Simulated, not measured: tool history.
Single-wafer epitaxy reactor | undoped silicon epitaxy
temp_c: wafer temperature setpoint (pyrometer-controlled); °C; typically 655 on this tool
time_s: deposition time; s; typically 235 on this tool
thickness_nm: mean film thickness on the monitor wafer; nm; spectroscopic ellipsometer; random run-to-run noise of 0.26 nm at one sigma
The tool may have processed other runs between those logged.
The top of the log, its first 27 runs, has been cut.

run    hour  temp_c  time_s  read-back reference wafer on the same gauge, thickness_nm  thickness_nm
 28  1895.1     662     271                                                     45.414        56.428
 29  1936.0     655     235                                                     45.414        42.266
 30  1997.5     667     250                                                     45.417        55.975
     2050.5  -- pyrometer calibrated
 31  2084.2     642     248                                                     45.437        36.592
 32  2146.0     662     274                                                     45.516        59.317
 33  2242.7     668     201                                                     45.346        48.854
 34  2345.6     655     235                                                     45.275        44.619
     2346.4  -- gauge calibrated
 35  2409.7     647     205                                                     45.374        33.042

What does the tool deliver on the next run?
 36  2461.1     655     250                                                          ?             ?

read-back reference wafer on the same gauge, thickness_nm: 45.414
thickness_nm: 47.052 nm
Take away the tool's hidden state, keep the run-to-run variation as it was, and the same run would have given thickness_nm 47.197 nm.
